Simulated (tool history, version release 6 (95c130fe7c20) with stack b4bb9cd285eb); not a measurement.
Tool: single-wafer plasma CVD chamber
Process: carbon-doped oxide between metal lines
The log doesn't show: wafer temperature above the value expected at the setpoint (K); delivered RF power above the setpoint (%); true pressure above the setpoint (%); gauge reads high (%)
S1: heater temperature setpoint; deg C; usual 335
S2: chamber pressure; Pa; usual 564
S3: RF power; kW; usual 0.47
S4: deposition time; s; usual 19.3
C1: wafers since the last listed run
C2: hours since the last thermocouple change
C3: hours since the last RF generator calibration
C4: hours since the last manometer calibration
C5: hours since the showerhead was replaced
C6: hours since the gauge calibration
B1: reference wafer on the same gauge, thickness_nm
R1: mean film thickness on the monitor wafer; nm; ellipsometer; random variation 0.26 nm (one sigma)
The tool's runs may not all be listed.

run	hour	S1	S2	S3	S4	C1	C2	C3	C4	C5	C6	B1	R1
1	0	335	564	0.47	19.3	0	1755.8	835.2	2623.2	4810	282.7	81.372	92.175
2	48.1	335	564	0.47	21.1	896	1803.9	883.3	2671.3	4858.1	330.8	81.398	99.902
3	82.5	335	564	0.47	21.1	640	1838.3	917.7	2705.7	4892.5	365.2	81.395	99.913
4	142.7	335	564	0.47	19.3	1121	1898.5	977.9	2765.9	4952.7	425.4	81.353	91.831
5	173.2	335	564	0.47	19.3	568	1929	1008.4	2796.4	4983.2	455.9	81.454	91.399
6	200.9	335	564	0.47	19.3	516	1956.7	1036.1	2824.1	5010.9	483.6	81.453	91.403
7	235.8	325	564	0.47	19.3	650	1991.6	1071	2859	5045.8	518.5	81.485	94.594
# hour 251.1: gauge calibrated
# hour 271.6: thermocouple changed; heater temperature recalibrated
8	284.3	335	564	0.445	19.3	754	12.7	1119.5	2907.5	5094.3	33.2	81.397	87.644
# hour 312: capacitance manometer re-zeroed and calibrated
9	338	335	564	0.47	19.3	851	66.4	1173.2	26	5148	86.9	81.326	91.957
10	406.5	331	605	0.405	18.2	1276	134.9	1241.7	94.5	5216.5	155.4	81.377	78.054
# hour 419.1: showerhead replaced
11	442.1	341	564	0.555	19.3	514	170.5	1277.3	130.1	23	191	81.331	100.226
# hour 457.4: RF generator calibrated
12	499.2	324	603	0.47	19.3	914	227.6	41.8	187.2	80.1	248.1	81.296	98.53
13	563.2	335	564	0.47	19.3	1192	291.6	105.8	251.2	144.1	312.1	81.466	94.022
14	594.1	329	564	0.47	19.3	575	322.5	136.7	282.1	175	343	81.362	95.184
15	650	330	564	0.47	19.3	1041	378.4	192.6	338	230.9	398.9	81.32	94.656
16	677.9	321	564	0.52	21.8	519	406.3	220.5	365.9	258.8	426.8	81.496	118.018

What the log doesn't show, run by run:
wafer temperature above the value expected at the setpoint (K): 0 in every run
true pressure above the setpoint (%): 0 in every run
gauge reads high (%): 0 in every run
H1: delivered RF power above the setpoint (%)
run	H1
1	-4.98
2	-5.06
3	-5.12
4	-5.21
5	-5.25
6	-5.29
7	-5.33
8	-5.38
9	-5.43
10	-5.48
11	-5.51
12	-0.769
13	-1.5
14	-1.81
15	-2.33
16	-2.56

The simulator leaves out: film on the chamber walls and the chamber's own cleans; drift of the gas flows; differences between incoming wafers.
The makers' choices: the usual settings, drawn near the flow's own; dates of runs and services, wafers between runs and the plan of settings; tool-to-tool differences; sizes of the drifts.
